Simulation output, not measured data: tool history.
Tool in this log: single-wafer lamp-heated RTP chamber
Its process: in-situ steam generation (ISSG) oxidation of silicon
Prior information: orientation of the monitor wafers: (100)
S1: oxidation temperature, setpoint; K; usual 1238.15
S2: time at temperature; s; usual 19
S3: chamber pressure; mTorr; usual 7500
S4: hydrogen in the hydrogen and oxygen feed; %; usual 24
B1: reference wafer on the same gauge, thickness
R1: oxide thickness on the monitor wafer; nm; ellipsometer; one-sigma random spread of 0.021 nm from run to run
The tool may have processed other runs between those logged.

Run 1, day 0: usual settings; B1 5.898. Result: R1 4.966 nm.
Run 2, day 2.571: usual settings; B1 5.895. Result: R1 4.929 nm.
Run 3, day 6.85: usual settings; B1 5.899. Result: R1 5.009 nm.
At day 12.271: pyrometer window cleaned and pyrometer calibrated.
Run 4, day 16.204: usual settings; B1 5.909. Result: R1 5.004 nm.
Run 5, day 20.567: usual settings but S3 8700 mTorr; B1 5.909. Result: R1 4.954 nm.
Run 6, day 31.896: usual settings but S3 8600 mTorr; B1 5.928. Result: R1 5.037 nm.
Run 7, day 35.075: usual settings but S3 8600 mTorr; B1 5.935. Result: R1 5.005 nm.
Run 8, day 39.075: usual settings but S1 1250.15 K; B1 5.945. Result: R1 5.205 nm.
At day 42.596: pyrometer window cleaned and pyrometer calibrated.
Run 9, day 42.867: usual settings; B1 5.936. Result: R1 5.053 nm.
At day 43.388: pressure gauge zeroed.
Run 10, day 47.196: usual settings; B1 5.95. Result: R1 5.021 nm.
Run 11, day 50.733: usual settings; B1 5.954. Result: R1 5 nm.
Run 12, day 52.504: usual settings but S3 8200 mTorr; B1 5.966. Result: R1 5.019 nm.
Run 13, day 54.921: usual settings but S3 8200 mTorr; B1 5.97. Result: R1 5.052 nm.
Run 14, day 56.925: usual settings; B1 5.968. Result: R1 5.009 nm.
At day 60.883: hydrogen flow controller replaced.
Run 15, day 60.904: usual settings; B1 5.987. Result: R1 5.061 nm.
Run 16, day 62.854: usual settings; B1 5.994. Result: R1 5.034 nm.
Run 17, day 65.954: usual settings but S1 1252.15 K, S2 23 s; B1 5.995. Result: R1 5.778 nm.
At day 66.508: pyrometer window cleaned and pyrometer calibrated.
Run 18, day 68.246: usual settings but S1 1246.15 K, S3 8300 mTorr; B1 5.995. Result: R1 5.191 nm.
Run 19, day 71.838: usual settings but S3 9000 mTorr, S4 18 %; B1 6.018. Result: R1 4.706 nm.
Run 20, day 74.375: usual settings but S1 1227.15 K; B1 6.019. Result: R1 4.923 nm.
Run 21, day 77.012: usual settings but S1 1220.15 K, S2 26 s, S3 6900 mTorr, S4 20 %; B1 6.026. Result: R1 5.256 nm.
Run 22, day 79.004: usual settings but S1 1232.15 K, S2 14 s, S3 6900 mTorr, S4 18 %; B1 6.029. Result: R1 4.119 nm.
Run 23, day 80.879: usual settings; B1 6.041. Result: R1 5.101 nm.
At day 82.262: gauge calibrated.
Run 24, day 94.058: usual settings but S1 1223.15 K, S2 15 s, S4 15 %; B1 5.918. Result: R1 3.874 nm.
At day 94.7: pyrometer window cleaned and pyrometer calibrated.
Run 25, day 97.4: usual settings but S1 1233.15 K, S2 26 s, S3 8800 mTorr, S4 17 %; B1 5.919. Result: R1 5.16 nm.
Run 26, day 101.612: usual settings but S1 1231.15 K, S2 17 s, S3 8100 mTorr, S4 29 %; B1 5.919. Result: R1 4.865 nm.
Run 27, day 104.008: usual settings but S2 14 s, S4 32 %; B1 5.922. Result: R1 4.806 nm.
Run 28, day 107.562: usual settings; B1 5.921. Result: R1 5.009 nm.
At day 117.75: pyrometer window cleaned and pyrometer calibrated.
Run 29, day 119.45: usual settings but S2 17 s, S4 21 %; B1 5.941. Result: R1 4.601 nm.
Run 30, day 123.383: usual settings but S2 22 s; B1 5.934. Result: R1 5.36 nm.
At day 126.05: pressure gauge zeroed.
Run 31, day 126.142: usual settings but S2 14 s; B1 5.949. Result: R1 4.45 nm.
Run 32, day 128.062: usual settings but S4 21 %; B1 5.951. Result: R1 4.842 nm.

Forecast each of these 3 alternatives for the next run:
Run A, day 128.079: usual settings but S4 19 %; B1 ?. Result: R1 ?.
Run B, day 128.079: usual settings but S1 1250.15 K, S3 8200 mTorr, S4 17 %; B1 ?. Result: R1 ?.
Run C, day 128.079: usual settings but S2 23 s; B1 ?. Result: R1 ?.

run     B1     R1
  A  5.945  4.729
  B  5.945  4.802
  C  5.945  5.427
The same runs, with their run-to-run variation unchanged, on a tool lacking any hidden condition would have given:
run     R1
  A  4.694
  B  4.766
  C  5.386

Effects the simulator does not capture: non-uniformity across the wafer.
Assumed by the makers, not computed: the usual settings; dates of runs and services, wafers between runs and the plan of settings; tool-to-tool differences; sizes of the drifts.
